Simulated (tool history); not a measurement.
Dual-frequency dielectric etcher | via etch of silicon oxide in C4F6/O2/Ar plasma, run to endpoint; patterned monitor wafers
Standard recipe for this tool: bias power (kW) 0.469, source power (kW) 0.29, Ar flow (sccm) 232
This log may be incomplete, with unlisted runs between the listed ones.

run     day  bias power (kW)  source power (kW)  Ar flow (sccm)  incoming incoming film thickness, nm  endpoint time (s)
  1       0            0.469               0.29             207                                 200.8               53.4
  2   1.646            0.469               0.29             207                                 199.9               53.2
      3.408  -- wet clean of the chamber
  3   3.667            0.469               0.29             205                                 198.2               55.5
  4   6.371            0.469               0.29             232                                 202.2               56.4
  5   8.817            0.469               0.29             232                                 200.8               55.8
      10.55  -- source power generator calibrated
  6  10.571            0.469               0.29             232                                 199.4               54.5
  7  13.829            0.558               0.26             194                                 200.4               50.8
  8  15.738            0.517               0.25             253                                 201.9               55.2
  9  18.125            0.439               0.34             274                                 199.9               53.8
       19.3  -- upper electrode replaced
 10    19.9            0.366               0.22             269                                 200.9               69.7
 11  22.138            0.469               0.27             232                                 199.1               55.2
     24.471  -- wet clean of the chamber
 12  24.492            0.469               0.29             232                                 199.6               55.1
 13  26.267            0.546               0.24             261                                 200.3               54.6
 14  27.883            0.469               0.25             232                                 202.4               58.9
 15  30.254            0.405               0.29             268                                 200.8               60.4
 16  33.175            0.469               0.29             232                                 199.6               53.8
 17  35.579            0.469               0.29             232                                 198.9               53.7
 18  36.725            0.469               0.32             213                                 201.8               52.4
     38.171  -- Ar flow controller replaced
 19  38.496            0.469               0.29             232                                 198.3               52.9
 20  40.429            0.548               0.32             232                                 201.4               47.6
 21  42.088            0.469               0.29             255                                 198.5               53.6
     43.917  -- wet clean of the chamber
 22  43.938            0.469               0.29             232                                   202               55.7
 23  45.829            0.408               0.33             250                                 199.6                 58
 24  48.371            0.469               0.29             255                                 198.4               55.4
 25  53.788            0.419               0.32             180                                 201.4                 55
 26  55.196            0.469               0.29             181                                 198.3               53.1
 27  57.296            0.536               0.29             232                                 197.6               49.2
 28  59.717            0.402               0.25             232                                 200.5               61.3
 29  61.108            0.569               0.26             260                                 199.1               49.5

4 options for the next run, each taken on its own from the tool as it stands now. Forecast them:
  A  61.125            0.469               0.29             269                                 201.2                  ?
  B  61.125            0.469               0.23             232                                 201.2                  ?
  C  61.125            0.378               0.29             232                                 201.2                  ?
  D  61.125            0.576               0.32             192                                 201.2                  ?

run  endpoint time (s)
  A               53.9
  B               57.7
  C               60.8
  D               45.4
Take away the tool's hidden state, keep each run's random variation, and the runs would have read:
run  endpoint time (s)
  A               56.5
  B               60.5
  C               63.7
  D               47.6

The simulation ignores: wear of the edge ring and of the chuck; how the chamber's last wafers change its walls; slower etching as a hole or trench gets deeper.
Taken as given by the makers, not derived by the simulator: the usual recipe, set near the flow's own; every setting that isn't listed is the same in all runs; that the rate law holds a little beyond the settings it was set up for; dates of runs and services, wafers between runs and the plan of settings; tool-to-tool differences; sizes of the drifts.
